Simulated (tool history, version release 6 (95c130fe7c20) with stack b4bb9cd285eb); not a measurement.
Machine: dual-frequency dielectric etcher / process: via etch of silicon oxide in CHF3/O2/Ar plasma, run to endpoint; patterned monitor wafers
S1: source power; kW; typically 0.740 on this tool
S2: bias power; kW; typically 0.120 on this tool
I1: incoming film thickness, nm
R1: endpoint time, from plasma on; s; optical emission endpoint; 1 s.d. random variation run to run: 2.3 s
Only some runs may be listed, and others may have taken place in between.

run	hour	S1	S2	I1	R1
1	0.0	0.870	0.138	764.1	352.3
2	6.3	0.850	0.120	754.0	360.8
3	27.9	0.850	0.120	762.5	368.9
4	36.9	0.650	0.106	762.1	417.1
5	63.4	0.740	0.108	761.1	384.9
6	63.8	0.740	0.108	755.8	383.3
7	75.1	0.740	0.120	757.6	376.2
8	128.0	0.740	0.120	764.7	376.2
9	142.6	0.740	0.120	755.8	370.1
10	156.9	0.630	0.120	756.2	394.7
11	171.2	0.740	0.120	757.7	373.7
12	206.6	0.620	0.136	769.3	422.8
13	207.0	0.740	0.120	757.9	395.8
14	218.6	0.870	0.120	762.3	376.5
15	233.2	0.560	0.112	761.9	454.4
16	247.4	0.790	0.129	765.1	383.2
17	256.8	0.740	0.104	760.6	407.1
18	273.9	0.650	0.130	760.3	412.1
19	289.3	0.620	0.135	757.8	413.7
20	323.8	0.740	0.095	760.9	416.7
21	337.8	0.740	0.120	767.6	398.2
22	370.8	0.740	0.120	764.2	392.6
23	379.8	0.740	0.120	756.6	388.6
24	393.7	0.740	0.120	766.2	393.3
25	403.1	0.690	0.091	757.0	424.8
26	417.6	0.740	0.143	762.1	380.5
27	435.4	0.740	0.105	761.3	401.8
28	443.1	0.610	0.120	760.4	426.8
29	451.8	0.740	0.120	755.4	386.8
30	459.2	0.830	0.090	767.2	399.9
31	472.2	0.740	0.108	760.9	400.0
32	482.8	0.740	0.120	763.5	391.5
33	490.5	0.740	0.141	757.1	373.7
34	500.6	0.820	0.120	757.7	374.1
35	514.2	0.740	0.120	760.7	391.6

Put back what was entered between runs (5 entries, withheld): which listed runs does each sit between, and how does the hidden state differ from the listed run before to the listed run after?
From run 4 to run 5: wet clean of the chamber (hour 62.9)
  etch rate over this chamber's usual, %: 3.03 -> 5.82
  measured value less the no-hidden-state value, R1: -12.6 -> -22.4 s
From run 11 to run 12: upper electrode replaced (hour 198.5); wet clean of the chamber, repeated, since the last time left the tool worse (hour 206.1)
  etch rate over this chamber's usual, %: 6.63 -> 0.112
  measured value less the no-hidden-state value, R1: -24.8 -> -0.5 s
From run 15 to run 16: source power generator calibrated (hour 246.9)
  etch rate over this chamber's usual, %: 0.311 -> 0.418
  measured value less the no-hidden-state value, R1: -1.4 -> -1.6 s
From run 21 to run 22: bias power generator calibrated (hour 357.3)
  etch rate over this chamber's usual, %: 1.1 -> 1.34
  measured value less the no-hidden-state value, R1: -4.4 -> -5.3 s

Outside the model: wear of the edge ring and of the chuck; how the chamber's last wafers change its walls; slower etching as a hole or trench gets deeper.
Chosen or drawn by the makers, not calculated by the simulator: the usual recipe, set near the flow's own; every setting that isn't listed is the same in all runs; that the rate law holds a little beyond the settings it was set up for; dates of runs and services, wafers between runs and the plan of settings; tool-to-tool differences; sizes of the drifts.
